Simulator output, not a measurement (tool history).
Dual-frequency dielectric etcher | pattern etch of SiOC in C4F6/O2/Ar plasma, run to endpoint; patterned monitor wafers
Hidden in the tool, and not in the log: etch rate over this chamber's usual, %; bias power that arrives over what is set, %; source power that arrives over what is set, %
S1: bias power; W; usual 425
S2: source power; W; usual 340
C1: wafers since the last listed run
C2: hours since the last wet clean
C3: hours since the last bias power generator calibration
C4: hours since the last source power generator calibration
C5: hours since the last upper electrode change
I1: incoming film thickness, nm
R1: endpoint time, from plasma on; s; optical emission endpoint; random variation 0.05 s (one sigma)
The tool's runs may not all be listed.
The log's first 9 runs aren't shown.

| run | hour | S1 | S2 | C1 | C2 | C3 | C4 | C5 | I1 | R1 |
|---|---|---|---|---|---|---|---|---|---|---|
| 10 | 141.5 | 425 | 340 | 85 | 332.6 | 33.3 | 50.5 | 2857.8 | 46.45 | 17.1 |
| 11 | 147.6 | 425 | 340 | 57 | 338.7 | 39.4 | 56.6 | 2863.9 | 46.05 | 16.9 |
| 12 | 162.1 | 425 | 340 | 135 | 353.2 | 53.9 | 71.1 | 2878.4 | 46.06 | 16.9 |
| 13 | 172.1 | 425 | 340 | 93 | 363.2 | 63.9 | 81.1 | 2888.4 | 46.02 | 16.9 |
| 14 | 180.4 | 425 | 270 | 77 | 371.5 | 72.2 | 89.4 | 2896.7 | 45.52 | 18.2 |
|  | 209.3 | wet clean of the chamber |
| 15 | 209.8 | 473 | 340 | 50 | 0.5 | 101.6 | 118.8 | 2926.1 | 45.94 | 16 |
| 16 | 210.1 | 425 | 340 | 2 | 0.8 | 101.9 | 119.1 | 2926.4 | 46.17 | 16.7 |
| 17 | 210.5 | 498 | 310 | 3 | 1.2 | 102.3 | 119.5 | 2926.8 | 46.38 | 16.4 |
| 18 | 217 | 377 | 410 | 60 | 7.7 | 108.8 | 126 | 2933.3 | 46.26 | 16.1 |
|  | 241.2 | upper electrode replaced |
| 19 | 241.7 | 377 | 410 | 6 | 32.4 | 133.5 | 150.7 | 0.5 | 45.78 | 16 |
| 20 | 242 | 525 | 360 | 2 | 32.7 | 133.8 | 151 | 0.8 | 46.01 | 15.2 |
| 21 | 257.5 | 425 | 270 | 145 | 48.2 | 149.3 | 166.5 | 16.3 | 45.68 | 18.1 |
| 22 | 267.3 | 425 | 310 | 91 | 58 | 159.1 | 176.3 | 26.1 | 46.11 | 17.4 |
| 23 | 284.8 | 425 | 340 | 163 | 75.5 | 176.6 | 193.8 | 43.6 | 45.84 | 16.6 |
| 24 | 296.2 | 325 | 360 | 106 | 86.9 | 188 | 205.2 | 55 | 45.75 | 17.8 |
| 25 | 304.1 | 326 | 340 | 73 | 94.8 | 195.9 | 213.1 | 62.9 | 45.81 | 18.1 |
| 26 | 313.7 | 366 | 340 | 89 | 104.4 | 205.5 | 222.7 | 72.5 | 45.91 | 17.6 |
| 27 | 325 | 386 | 280 | 105 | 115.7 | 216.8 | 234 | 83.8 | 45.99 | 18.6 |
| 28 | 334.9 | 425 | 340 | 92 | 125.6 | 226.7 | 243.9 | 93.7 | 45.76 | 16.6 |
| 29 | 352.4 | 372 | 380 | 163 | 143.1 | 244.2 | 261.4 | 111.2 | 45.71 | 16.6 |
| 30 | 362.3 | 385 | 310 | 92 | 153 | 254.1 | 271.3 | 121.1 | 46.24 | 18 |
| 31 | 374 | 343 | 310 | 109 | 164.7 | 265.8 | 283 | 132.8 | 46.15 | 18.6 |
| 32 | 388.9 | 345 | 300 | 139 | 179.6 | 280.7 | 297.9 | 147.7 | 46.07 | 18.9 |
| 33 | 402.8 | 389 | 390 | 130 | 193.5 | 294.6 | 311.8 | 161.6 | 45.87 | 16.4 |
| 34 | 410.5 | 425 | 270 | 72 | 201.2 | 302.3 | 319.5 | 169.3 | 46.03 | 18.3 |

Forecast each of these 5 alternatives for the next run:
| A | 410.9 | 425 | 340 | 3 | 201.6 | 302.7 | 319.9 | 169.7 | 45.79 | ? |
| B | 410.9 | 460 | 300 | 3 | 201.6 | 302.7 | 319.9 | 169.7 | 45.79 | ? |
| C | 410.9 | 425 | 400 | 3 | 201.6 | 302.7 | 319.9 | 169.7 | 45.79 | ? |
| D | 410.9 | 484 | 340 | 3 | 201.6 | 302.7 | 319.9 | 169.7 | 45.79 | ? |
| E | 410.9 | 461 | 270 | 3 | 201.6 | 302.7 | 319.9 | 169.7 | 45.79 | ? |

| run | R1 |
|---|---|
| A | 16.8 |
| B | 17.1 |
| C | 15.8 |
| D | 16.1 |
| E | 17.8 |
Without the tool's hidden state the same runs would have given:
| run | R1 |
|---|---|
| A | 16.6 |
| B | 17 |
| C | 15.6 |
| D | 15.9 |
| E | 17.7 |
